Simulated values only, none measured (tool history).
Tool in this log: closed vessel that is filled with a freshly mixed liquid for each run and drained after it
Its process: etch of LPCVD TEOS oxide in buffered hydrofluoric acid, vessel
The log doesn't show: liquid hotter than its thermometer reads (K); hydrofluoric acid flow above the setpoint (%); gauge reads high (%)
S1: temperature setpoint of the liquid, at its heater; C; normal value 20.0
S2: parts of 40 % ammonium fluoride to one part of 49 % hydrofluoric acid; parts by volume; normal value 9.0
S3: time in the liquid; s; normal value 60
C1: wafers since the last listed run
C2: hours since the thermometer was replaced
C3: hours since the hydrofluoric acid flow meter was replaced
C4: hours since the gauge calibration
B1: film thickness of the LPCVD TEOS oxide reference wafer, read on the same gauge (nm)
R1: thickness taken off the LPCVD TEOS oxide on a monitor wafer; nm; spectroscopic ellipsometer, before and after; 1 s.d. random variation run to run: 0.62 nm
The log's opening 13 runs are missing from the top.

run,hour,S1,S2,S3,C1,C2,C3,C4,B1,R1
14,786.8,20.0,9.0,60,1867,153.6,836.9,2028.7,69.99,82.31
# hour 811.9: gauge calibrated
15,815.2,20.0,9.0,60,1810,182.0,865.3,3.3,70.01,82.73
16,881.7,20.0,9.0,60,4239,248.5,931.8,69.8,69.98,83.22
# hour 887.0: hydrofluoric acid flow meter replaced
17,1029.3,22.5,12.5,30,9345,396.1,142.3,217.4,69.98,36.09
18,1079.6,22.0,11.5,35,3206,446.4,192.6,267.7,69.97,44.02
19,1148.5,17.0,9.0,70,4392,515.3,261.5,336.6,69.99,80.98
20,1196.0,21.5,9.0,95,3028,562.8,309.0,384.1,70.00,141.00
21,1252.6,25.0,11.0,90,3608,619.4,365.6,440.7,70.02,140.49
22,1312.6,17.0,11.5,60,3824,679.4,425.6,500.7,69.98,56.05
23,1357.0,17.0,6.0,35,2830,723.8,470.0,545.1,70.00,60.47
24,1420.4,21.5,8.0,30,4041,787.2,533.4,608.5,70.00,51.06
25,1486.3,20.0,6.0,60,4200,853.1,599.3,674.4,70.00,123.79
26,1529.8,20.0,9.0,60,2773,896.6,642.8,717.9,70.00,82.91
27,1560.4,20.0,9.0,60,1950,927.2,673.4,748.5,70.01,83.40
28,1597.7,22.0,12.5,60,2377,964.5,710.7,785.8,70.00,70.08
29,1626.7,21.5,9.0,90,1848,993.5,739.7,814.8,70.00,134.23
30,1663.1,18.5,9.0,60,2320,1029.9,776.1,851.2,69.98,76.56
31,1693.6,20.0,9.0,60,1944,1060.4,806.6,881.7,70.00,82.51
32,1802.3,18.5,9.0,60,6929,1169.1,915.3,990.4,70.00,76.43

Alternative continuations, all from the tool just after run 32; predict every row:
A,1803.0,20.0,9.0,30,44,1169.8,916.0,991.1,?,?
B,1803.0,20.0,7.5,60,44,1169.8,916.0,991.1,?,?
C,1803.0,17.0,9.0,60,44,1169.8,916.0,991.1,?,?
D,1803.0,23.0,11.0,30,44,1169.8,916.0,991.1,?,?
E,1803.0,20.0,10.0,80,44,1169.8,916.0,991.1,?,?

run,B1,R1
A,70.01,41.46
B,70.01,101.04
C,70.01,69.98
D,70.01,41.76
E,70.01,103.46
Had the tool no hidden state, the same runs would have come out as:
run,R1
A,41.46
B,101.04
C,69.98
D,41.76
E,103.46
